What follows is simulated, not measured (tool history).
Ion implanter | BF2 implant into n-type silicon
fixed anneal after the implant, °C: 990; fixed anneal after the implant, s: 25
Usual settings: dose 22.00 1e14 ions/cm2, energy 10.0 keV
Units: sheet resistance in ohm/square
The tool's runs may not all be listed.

run	hour	dose	energy	wafers since the last listed run	hours since the last dose calibration	hours since the extraction supply was calibrated	hours since the gauge calibration	read-back reference wafer on the same gauge, sheet resistance	sheet resistance
1	0.0	25.01	10.0	0	1724.7	6621.4	143.4	171.05	207.92
2	13.9	25.01	10.0	294	1738.6	6635.3	157.3	171.07	208.04
3	41.7	25.01	10.0	589	1766.4	6663.1	185.1	170.95	209.02
4	65.4	22.00	10.0	502	1790.1	6686.8	208.8	170.96	210.61
5	92.2	22.00	10.0	567	1816.9	6713.6	235.6	171.01	210.71
6	106.3	22.00	10.0	298	1831.0	6727.7	249.7	170.90	210.48
7	121.6	17.25	10.0	324	1846.3	6743.0	265.0	170.95	215.33
# hour 145.0: extraction supply calibrated
8	157.3	24.26	8.5	586	1882.0	12.3	300.7	171.03	221.36
9	182.9	27.95	10.0	542	1907.6	37.9	326.3	171.04	207.21
# hour 209.9: Faraday cup replaced and dose calibrated
10	211.3	22.00	7.5	432	1.4	66.3	354.7	170.97	231.42
# hour 218.6: gauge calibrated
11	243.1	22.00	10.0	673	33.2	98.1	24.5	170.93	210.74
12	257.7	27.95	10.0	309	47.8	112.7	39.1	171.06	206.32
13	275.5	27.33	7.5	377	65.6	130.5	56.9	170.86	228.43
14	298.8	17.58	7.5	493	88.9	153.8	80.2	171.07	236.06
15	331.6	15.75	12.0	694	121.7	186.6	113.0	170.97	204.09

Forecast each of these 5 alternatives for the next run:
A	332.0	22.00	10.0	8	122.1	187.0	113.4	?	?
B	332.0	26.30	8.5	8	122.1	187.0	113.4	?	?
C	332.0	27.68	12.0	8	122.1	187.0	113.4	?	?
D	332.0	22.00	8.5	8	122.1	187.0	113.4	?	?
E	332.0	15.58	10.0	8	122.1	187.0	113.4	?	?

run	read-back reference wafer on the same gauge, sheet resistance	sheet resistance
A	170.94	210.47
B	170.94	219.49
C	170.94	193.09
D	170.94	222.39
E	170.94	217.89
Without the tool's hidden state the same runs would have given:
run	sheet resistance
A	210.47
B	219.49
C	193.09
D	222.39
E	217.89
